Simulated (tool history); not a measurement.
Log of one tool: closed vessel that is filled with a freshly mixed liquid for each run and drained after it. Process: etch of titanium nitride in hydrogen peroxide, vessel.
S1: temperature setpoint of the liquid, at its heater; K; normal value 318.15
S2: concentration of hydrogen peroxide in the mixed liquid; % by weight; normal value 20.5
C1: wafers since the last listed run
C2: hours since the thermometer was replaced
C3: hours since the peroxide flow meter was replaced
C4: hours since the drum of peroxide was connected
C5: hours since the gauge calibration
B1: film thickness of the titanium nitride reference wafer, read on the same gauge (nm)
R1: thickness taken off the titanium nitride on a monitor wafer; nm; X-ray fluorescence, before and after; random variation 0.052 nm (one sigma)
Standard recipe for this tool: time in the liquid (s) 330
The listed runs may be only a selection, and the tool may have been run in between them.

Run 1, hour 0: usual settings; C1 0; C2 1603.7; C3 1980; C4 563.2; C5 161.8; B1 80. Result: R1 7.39 nm.
Run 2, hour 8.7: usual settings; C1 508; C2 1612.4; C3 1988.7; C4 571.9; C5 170.5; B1 79.99. Result: R1 7.38 nm.
Run 3, hour 18: usual settings; C1 543; C2 1621.7; C3 1998; C4 581.2; C5 179.8; B1 80.01. Result: R1 7.31 nm.
Run 4, hour 24.6: usual settings; C1 385; C2 1628.3; C3 2004.6; C4 587.8; C5 186.4; B1 80. Result: R1 7.36 nm.
Run 5, hour 35.1: usual settings; C1 613; C2 1638.8; C3 2015.1; C4 598.3; C5 196.9; B1 79.99. Result: R1 7.35 nm.
Run 6, hour 49.5: usual settings; C1 841; C2 1653.2; C3 2029.5; C4 612.7; C5 211.3; B1 80.01. Result: R1 7.22 nm.
Run 7, hour 56.7: usual settings; C1 420; C2 1660.4; C3 2036.7; C4 619.9; C5 218.5; B1 80.01. Result: R1 7.33 nm.
Run 8, hour 90.7: usual settings; C1 1986; C2 1694.4; C3 2070.7; C4 653.9; C5 252.5; B1 80. Result: R1 7.29 nm.
At hour 94.1: gauge calibrated.
Run 9, hour 97: usual settings but time in the liquid (s) 455; C1 368; C2 1700.7; C3 2077; C4 660.2; C5 2.9; B1 80. Result: R1 9.96 nm.
Run 10, hour 106.5: usual settings but S2 19 % by weight; C1 555; C2 1710.2; C3 2086.5; C4 669.7; C5 12.4; B1 79.98. Result: R1 7.14 nm.
At hour 110.9: thermometer replaced.
At hour 113.4: peroxide flow meter replaced.
Run 11, hour 113.8: usual settings but S2 19 % by weight; C1 309; C2 2.9; C3 0.4; C4 677; C5 19.7; B1 79.98. Result: R1 8.56 nm.
Run 12, hour 123.7: usual settings but S2 19 % by weight; C1 578; C2 12.8; C3 10.3; C4 686.9; C5 29.6; B1 79.99. Result: R1 8.66 nm.
Run 13, hour 135.2: usual settings; C1 672; C2 24.3; C3 21.8; C4 698.4; C5 41.1; B1 80. Result: R1 8.67 nm.
Run 14, hour 142.3: usual settings but S1 327.65 K, S2 22 % by weight, time in the liquid (s) 150; C1 414; C2 31.4; C3 28.9; C4 705.5; C5 48.2; B1 80.01. Result: R1 7.98 nm.
Run 15, hour 150.7: usual settings but S1 323.15 K, time in the liquid (s) 430; C1 490; C2 39.8; C3 37.3; C4 713.9; C5 56.6; B1 79.99. Result: R1 16.39 nm.
Run 16, hour 161.1: usual settings but S1 309.65 K, S2 19 % by weight, time in the liquid (s) 220; C1 607; C2 50.2; C3 47.7; C4 724.3; C5 67; B1 80.01. Result: R1 2.94 nm.
At hour 165.2: new drum of peroxide connected.
Run 17, hour 178: usual settings but S1 322.15 K, time in the liquid (s) 245; C1 929; C2 67.1; C3 64.6; C4 12.8; C5 83.9; B1 80. Result: R1 8.65 nm.
Run 18, hour 193.4: usual settings but S1 312.15 K, time in the liquid (s) 495; C1 899; C2 82.5; C3 80; C4 28.2; C5 99.3; B1 80.01. Result: R1 8.17 nm.
Run 19, hour 210.1: usual settings but S1 315.15 K, S2 26 % by weight, time in the liquid (s) 460; C1 975; C2 99.2; C3 96.7; C4 44.9; C5 116; B1 80.01. Result: R1 10.09 nm.
Run 20, hour 219: usual settings; C1 520; C2 108.1; C3 105.6; C4 53.8; C5 124.9; B1 79.99. Result: R1 8.65 nm.
Run 21, hour 229.3: usual settings but S1 324.15 K, S2 26 % by weight, time in the liquid (s) 445; C1 601; C2 118.4; C3 115.9; C4 64.1; C5 135.2; B1 79.98. Result: R1 18.97 nm.
Run 22, hour 242.2: usual settings but S1 314.65 K, S2 25.5 % by weight, time in the liquid (s) 505; C1 753; C2 131.3; C3 128.8; C4 77; C5 148.1; B1 80. Result: R1 10.6 nm.
Run 23, hour 255.4: usual settings but time in the liquid (s) 150; C1 771; C2 144.5; C3 142; C4 90.2; C5 161.3; B1 79.99. Result: R1 3.9 nm.
Run 24, hour 267.1: usual settings but S1 309.65 K, S2 19 % by weight, time in the liquid (s) 220; C1 683; C2 156.2; C3 153.7; C4 101.9; C5 173; B1 80.01. Result: R1 2.96 nm.
Run 25, hour 274.9: usual settings but S2 15.5 % by weight; C1 455; C2 164; C3 161.5; C4 109.7; C5 180.8; B1 79.99. Result: R1 8.11 nm.
Run 26, hour 288.5: usual settings; C1 794; C2 177.6; C3 175.1; C4 123.3; C5 194.4; B1 80.01. Result: R1 8.51 nm.
Run 27, hour 297.6: usual settings but S1 311.65 K, S2 24 % by weight; C1 531; C2 186.7; C3 184.2; C4 132.4; C5 203.5; B1 80.01. Result: R1 5.38 nm.

State the hidden condition of the tool at each of the runs:
peroxide flow below the setpoint (%): 0 across all the runs
peroxide weaker than its label (%): 0 across all the runs
gauge reads high (%): 0 across all the runs
H1: liquid colder than its thermometer reads (K)
run     H1
  1   2.47
  2   2.48
  3    2.5
  4   2.51
  5   2.52
  6   2.54
  7   2.55
  8   2.59
  9    2.6
 10   2.61
 11  0.189
 12  0.202
 13  0.217
 14  0.227
 15  0.238
 16  0.252
 17  0.274
 18  0.294
 19  0.316
 20  0.328
 21  0.342
 22  0.359
 23  0.376
 24  0.391
 25  0.402
 26   0.42
 27  0.432

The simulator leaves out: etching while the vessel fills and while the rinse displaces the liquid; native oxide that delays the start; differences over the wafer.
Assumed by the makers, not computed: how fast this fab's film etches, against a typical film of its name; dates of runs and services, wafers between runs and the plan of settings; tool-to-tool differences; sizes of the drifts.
